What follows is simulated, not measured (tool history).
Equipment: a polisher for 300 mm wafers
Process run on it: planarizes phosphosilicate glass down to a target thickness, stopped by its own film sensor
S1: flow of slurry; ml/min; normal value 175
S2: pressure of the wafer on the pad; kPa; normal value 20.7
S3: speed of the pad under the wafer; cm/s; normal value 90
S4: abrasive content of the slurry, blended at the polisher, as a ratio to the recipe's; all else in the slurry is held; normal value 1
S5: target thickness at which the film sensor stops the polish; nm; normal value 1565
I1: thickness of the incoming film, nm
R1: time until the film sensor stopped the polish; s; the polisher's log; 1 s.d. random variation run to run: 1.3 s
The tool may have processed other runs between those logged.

run,hour,S1,S2,S3,S4,S5,I1,R1
1,0,175,20.7,90,1,1565,2357.5,127.1
# hour 70.8: slurry blender recalibrated
2,77.7,175,20.7,66,1,1565,2307.3,147.2
# hour 113.2: worn pad replaced by a new one
3,119.8,175,20.7,66,1,1565,2405.1,150.8
4,168.8,175,20.7,90,1,1348,2368.5,155.5
5,257.5,175,20.7,90,1,1348,2376,163.9
# hour 260.6: head pressure recalibrated
6,326.4,175,20.7,90,1,1348,2363.3,164.9
# hour 373.5: conditioning disc replaced and pad reconditioned
7,407,175,20.7,90,1,1565,2343.4,122.5
# hour 411.8: worn pad replaced by a new one
8,470.3,175,20.7,90,1,1565,2385.7,123.4
9,520.6,175,20.7,90,1,1565,2350.4,122.5
# hour 565.4: slurry blender recalibrated
10,600.1,175,20.7,90,1,1565,2366.7,129.1
# hour 623.1: slurry nozzle cleaned
# hour 684.5: worn pad replaced by a new one
11,700.7,175,20.7,90,1,1565,2354.7,116.4
# hour 716.1: conditioning disc replaced and pad reconditioned
12,791.5,235,25.5,90,1,1565,2315.4,92.7
13,830.8,175,20.7,90,1,1713,2383.5,107.5
14,907,175,17.9,90,1,1724,2384.5,119.6
# hour 917.5: head pressure recalibrated
# hour 950.6: worn pad replaced by a new one
15,994.4,175,20.7,90,1,1759,2358.8,89
# hour 1001.2: slurry blender recalibrated
16,1074.8,175,20.7,90,1,1565,2359.1,125.8
# hour 1105.9: conditioning disc replaced and pad reconditioned
17,1151.1,175,13.8,90,1.1,1565,2387.2,177.1
18,1206.5,130,20.7,72,0.85,1822,2340.7,111.8
# hour 1225.7: worn pad replaced by a new one
19,1306.7,130,20.7,72,0.85,1822,2376.3,118.4

5 options for the next run, each taken on its own from the tool as it stands now. Forecast them:
A,1307.2,175,20.7,90,1,1680,2391.9,?
B,1307.2,155,26.9,90,1,1343,2391.9,?
C,1307.2,235,15.9,90,0.9,1565,2391.9,?
D,1307.2,175,20.7,68,1.15,1565,2391.9,?
E,1307.2,135,24.1,90,0.75,1565,2391.9,?

run,R1
A,110.3
B,129.7
C,169.7
D,140
E,148.5
What these runs would have given with no unlogged condition in the tool:
run,R1
A,102.8
B,121
C,158.3
D,130.6
E,138.5
